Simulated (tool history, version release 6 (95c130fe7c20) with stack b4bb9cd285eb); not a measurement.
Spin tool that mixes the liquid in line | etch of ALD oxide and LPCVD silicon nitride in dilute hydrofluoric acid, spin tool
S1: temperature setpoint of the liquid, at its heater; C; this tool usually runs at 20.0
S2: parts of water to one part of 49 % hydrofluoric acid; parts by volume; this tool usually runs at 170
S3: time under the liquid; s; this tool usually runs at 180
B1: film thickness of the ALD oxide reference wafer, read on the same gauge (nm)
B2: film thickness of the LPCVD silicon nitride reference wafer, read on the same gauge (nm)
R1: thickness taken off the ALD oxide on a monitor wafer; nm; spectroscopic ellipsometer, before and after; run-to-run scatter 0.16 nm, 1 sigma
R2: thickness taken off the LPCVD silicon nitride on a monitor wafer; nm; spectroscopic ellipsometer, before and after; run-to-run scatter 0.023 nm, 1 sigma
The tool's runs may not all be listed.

run,day,S1,S2,S3,B1,B2,R1,R2
1,0.000,20.0,170,180,70.02,80.040,19.21,0.486
2,2.058,20.0,170,180,70.02,79.988,18.77,0.440
3,3.608,20.0,170,180,70.00,80.013,19.00,0.463
4,7.129,21.5,205,215,70.00,80.025,19.40,0.528
5,11.892,20.0,170,180,69.99,80.010,19.31,0.409
6,14.479,21.5,205,215,69.98,79.988,19.48,0.460
7,17.888,20.0,170,180,69.99,80.000,19.50,0.467
8,20.025,20.0,170,180,69.98,79.980,19.69,0.474
9,23.125,20.0,220,180,69.99,79.994,14.52,0.372
10,34.083,20.0,170,180,70.02,79.979,20.30,0.483
# day 34.967: hydrofluoric acid flow meter replaced
11,38.429,20.0,170,180,70.00,80.017,18.55,0.502
12,39.996,20.0,170,180,69.99,80.029,18.38,0.441
13,42.904,17.0,220,140,70.02,80.030,9.51,0.226
14,47.104,17.0,215,265,70.00,80.058,18.40,0.469

Run 15 comes next. What will it give?
15,50.354,22.0,250,80,?,?,?,?

B1: 70.01
B2: 79.992
R1: 5.66 nm
R2: 0.161 nm
The same run, on a tool lacking any hidden state, would have yielded R1 5.19 nm, R2 0.142 nm.
